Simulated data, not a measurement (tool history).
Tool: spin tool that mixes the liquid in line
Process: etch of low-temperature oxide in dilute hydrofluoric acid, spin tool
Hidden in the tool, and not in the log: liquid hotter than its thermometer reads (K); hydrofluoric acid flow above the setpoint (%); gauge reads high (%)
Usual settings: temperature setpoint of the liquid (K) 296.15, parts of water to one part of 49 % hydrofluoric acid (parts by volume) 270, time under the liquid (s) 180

| run | hour | temperature setpoint of the liquid (K) | parts of water to one part of 49 % hydrofluoric acid (parts by volume) | time under the liquid (s) | wafers since the last listed run | hours since the thermometer was replaced | hours since the hydrofluoric acid flow meter was replaced | hours since the gauge calibration | read-back film thickness of the low-temperature oxide reference wafer, read on the same gauge (nm) | thickness taken off the low-temperature oxide on a monitor wafer (Å) |
|---|---|---|---|---|---|---|---|---|---|---|
| 1 | 0.0 | 294.15 | 270 | 250 | 0 | 2235.1 | 1662.2 | 648.6 | 150.00 | 90.4 |
|  | 20.0 | hydrofluoric acid flow meter replaced |
| 2 | 24.0 | 298.65 | 270 | 265 | 203 | 2259.1 | 4.0 | 672.6 | 150.03 | 112.9 |
| 3 | 38.7 | 298.65 | 270 | 265 | 129 | 2273.8 | 18.7 | 687.3 | 150.00 | 112.6 |
| 4 | 103.5 | 298.65 | 270 | 265 | 571 | 2338.6 | 83.5 | 752.1 | 150.00 | 111.3 |
| 5 | 127.0 | 296.15 | 175 | 180 | 207 | 2362.1 | 107.0 | 775.6 | 150.04 | 121.5 |
| 6 | 153.4 | 296.15 | 175 | 180 | 233 | 2388.5 | 133.4 | 802.0 | 149.99 | 119.4 |
| 7 | 179.0 | 296.15 | 270 | 210 | 225 | 2414.1 | 159.0 | 827.6 | 150.00 | 83.3 |
| 8 | 211.2 | 296.15 | 270 | 210 | 284 | 2446.3 | 191.2 | 859.8 | 150.03 | 83.2 |
|  | 230.0 | thermometer replaced |
| 9 | 230.5 | 296.15 | 270 | 180 | 161 | 0.5 | 210.5 | 879.1 | 150.04 | 64.6 |
| 10 | 264.9 | 300.15 | 270 | 120 | 303 | 34.9 | 244.9 | 913.5 | 149.95 | 50.1 |
| 11 | 290.2 | 299.65 | 155 | 75 | 223 | 60.2 | 270.2 | 938.8 | 150.00 | 60.5 |
| 12 | 314.5 | 300.65 | 390 | 70 | 214 | 84.5 | 294.5 | 963.1 | 149.97 | 17.9 |
| 13 | 345.2 | 296.15 | 225 | 275 | 270 | 115.2 | 325.2 | 993.8 | 149.97 | 124.5 |
| 14 | 370.0 | 294.65 | 210 | 115 | 218 | 140.0 | 350.0 | 1018.6 | 149.97 | 53.6 |
| 15 | 382.9 | 296.15 | 270 | 180 | 113 | 152.9 | 362.9 | 1031.5 | 149.99 | 64.3 |
| 16 | 417.0 | 296.15 | 270 | 180 | 300 | 187.0 | 397.0 | 1065.6 | 150.01 | 65.5 |
| 17 | 438.0 | 292.65 | 270 | 245 | 185 | 208.0 | 418.0 | 1086.6 | 149.99 | 76.9 |
| 18 | 452.8 | 296.15 | 270 | 180 | 130 | 222.8 | 432.8 | 1101.4 | 149.98 | 65.8 |
| 19 | 466.1 | 301.15 | 370 | 180 | 117 | 236.1 | 446.1 | 1114.7 | 150.02 | 51.5 |
| 20 | 495.5 | 300.15 | 270 | 250 | 259 | 265.5 | 475.5 | 1144.1 | 149.99 | 104.1 |
|  | 512.7 | gauge calibrated |
| 21 | 517.0 | 296.15 | 270 | 180 | 189 | 287.0 | 497.0 | 4.3 | 150.02 | 65.1 |
| 22 | 550.3 | 299.65 | 215 | 80 | 293 | 320.3 | 530.3 | 37.6 | 150.00 | 44.0 |
| 23 | 563.0 | 292.65 | 145 | 120 | 112 | 333.0 | 543.0 | 50.3 | 150.01 | 80.5 |
| 24 | 588.0 | 296.15 | 270 | 180 | 220 | 358.0 | 568.0 | 75.3 | 150.02 | 66.1 |
| 25 | 617.3 | 297.65 | 375 | 130 | 258 | 387.3 | 597.3 | 104.6 | 150.02 | 32.4 |
| 26 | 652.2 | 296.15 | 270 | 180 | 308 | 422.2 | 632.2 | 139.5 | 149.98 | 66.1 |
| 27 | 672.9 | 296.15 | 270 | 180 | 182 | 442.9 | 652.9 | 160.2 | 150.00 | 66.6 |
| 28 | 695.8 | 297.65 | 330 | 180 | 202 | 465.8 | 675.8 | 183.1 | 150.02 | 54.5 |
| 29 | 729.4 | 294.15 | 345 | 130 | 296 | 499.4 | 709.4 | 216.7 | 150.00 | 32.1 |
| 30 | 754.3 | 296.15 | 145 | 145 | 219 | 524.3 | 734.3 | 241.6 | 150.02 | 112.8 |
| 31 | 783.1 | 300.65 | 270 | 210 | 254 | 553.1 | 763.1 | 270.4 | 149.99 | 89.1 |
| 32 | 805.5 | 300.15 | 270 | 180 | 197 | 575.5 | 785.5 | 292.8 | 149.97 | 75.3 |
| 33 | 827.4 | 296.15 | 270 | 180 | 193 | 597.4 | 807.4 | 314.7 | 149.98 | 66.1 |

The same runs without the tool's hidden state, with the same run-to-run variation:
| run | thickness taken off the low-temperature oxide on a monitor wafer (Å) |
|---|---|
| 1 | 82.6 |
| 2 | 103.6 |
| 3 | 103.3 |
| 4 | 101.9 |
| 5 | 110.2 |
| 6 | 108.2 |
| 7 | 75.9 |
| 8 | 75.6 |
| 9 | 64.0 |
| 10 | 49.6 |
| 11 | 59.9 |
| 12 | 17.8 |
| 13 | 122.9 |
| 14 | 52.9 |
| 15 | 63.4 |
| 16 | 64.5 |
| 17 | 75.6 |
| 18 | 64.7 |
| 19 | 50.8 |
| 20 | 102.3 |
| 21 | 63.9 |
| 22 | 43.1 |
| 23 | 78.7 |
| 24 | 64.7 |
| 25 | 31.8 |
| 26 | 64.5 |
| 27 | 65.0 |
| 28 | 53.2 |
| 29 | 31.2 |
| 30 | 109.5 |
| 31 | 86.7 |
| 32 | 73.2 |
| 33 | 64.1 |
